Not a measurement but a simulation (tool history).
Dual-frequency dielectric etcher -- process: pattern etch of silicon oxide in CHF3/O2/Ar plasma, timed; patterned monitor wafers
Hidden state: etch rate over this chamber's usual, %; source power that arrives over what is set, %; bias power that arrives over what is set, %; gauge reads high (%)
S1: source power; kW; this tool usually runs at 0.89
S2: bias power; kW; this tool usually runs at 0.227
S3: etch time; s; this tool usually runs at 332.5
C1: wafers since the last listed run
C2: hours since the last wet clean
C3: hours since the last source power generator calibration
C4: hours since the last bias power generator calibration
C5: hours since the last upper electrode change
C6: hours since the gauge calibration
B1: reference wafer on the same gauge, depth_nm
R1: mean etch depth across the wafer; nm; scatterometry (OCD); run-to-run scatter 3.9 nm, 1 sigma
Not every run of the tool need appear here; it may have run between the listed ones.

run,hour,S1,S2,S3,C1,C2,C3,C4,C5,C6,B1,R1
1,0,0.84,0.227,332.5,0,350.8,3523.1,2475.6,5248.5,197.9,1026.7,881
2,13.8,0.84,0.227,332.5,92,364.6,3536.9,2489.4,5262.3,211.7,1026.2,882.2
3,26.5,0.84,0.227,332.5,84,377.3,3549.6,2502.1,5275,224.4,1027.2,892.9
4,44.1,0.96,0.227,332.5,117,394.9,3567.2,2519.7,5292.6,242,1027.9,937.2
5,50.5,0.96,0.227,332.5,42,401.3,3573.6,2526.1,5299,248.4,1026.3,935.2
# hour 87.8: upper electrode replaced
6,88.3,0.89,0.227,332.5,92,439.1,3611.4,2563.9,0.5,286.2,1027.1,913.2
7,88.7,0.89,0.227,332.5,2,439.5,3611.8,2564.3,0.9,286.6,1027.1,917.6
8,89.1,0.89,0.227,332.5,2,439.9,3612.2,2564.7,1.3,287,1026.1,906.4
9,99.5,0.89,0.227,332.5,69,450.3,3622.6,2575.1,11.7,297.4,1026.6,919.2
10,110.3,0.89,0.227,332.5,72,461.1,3633.4,2585.9,22.5,308.2,1026.6,908.5
11,121,1.02,0.227,332.5,71,471.8,3644.1,2596.6,33.2,318.9,1026.6,971.5
# hour 125.1: source power generator calibrated
# hour 141.8: bias power generator calibrated
# hour 145.7: gauge calibrated
# hour 151.9: wet clean of the chamber
12,152.4,1.02,0.227,332.5,88,0.5,27.3,10.6,64.6,6.7,1026.7,927.2
13,152.8,0.84,0.227,332.5,2,0.9,27.7,11,65,7.1,1026.5,852.6
14,162.7,0.82,0.278,304,66,10.8,37.6,20.9,74.9,17,1026.9,825.2
15,178.7,1.07,0.173,240,106,26.8,53.6,36.9,90.9,33,1027.1,626.5
16,194.1,0.69,0.227,332.5,102,42.2,69,52.3,106.3,48.4,1026.1,790.3
17,210.5,0.99,0.248,332.5,109,58.6,85.4,68.7,122.7,64.8,1027.5,947.5
18,224.8,0.78,0.249,332.5,95,72.9,99.7,83,137,79.1,1027,857.8
19,231.1,0.81,0.227,251.5,42,79.2,106,89.3,143.3,85.4,1027.1,641.8
20,238.1,1.05,0.206,379,46,86.2,113,96.3,150.3,92.4,1026.8,1030.7
21,245.5,0.67,0.179,332.5,49,93.6,120.4,103.7,157.7,99.8,1026.3,712.6
22,256.6,1.04,0.227,332.5,74,104.7,131.5,114.8,168.8,110.9,1026.8,943.8
23,263.3,1.1,0.269,401.5,44,111.4,138.2,121.5,175.5,117.6,1026.5,1234.2
24,269.9,0.89,0.227,332.5,44,118,144.8,128.1,182.1,124.2,1027,880.4

Consider 3 possible next runs. They are alternatives, not a sequence: every one starts from the tool as it was left by run 24. What does each give?
A,270.4,0.89,0.178,332.5,3,118.5,145.3,128.6,182.6,124.7,?,?
B,270.4,0.79,0.227,332.5,3,118.5,145.3,128.6,182.6,124.7,?,?
C,270.4,0.89,0.227,297,3,118.5,145.3,128.6,182.6,124.7,?,?

run,B1,R1
A,1027.3,822.8
B,1027.3,848.5
C,1027.3,797.8
Had the tool no hidden state, the same runs would have come out as:
run,R1
A,812.3
B,837.7
C,787.7
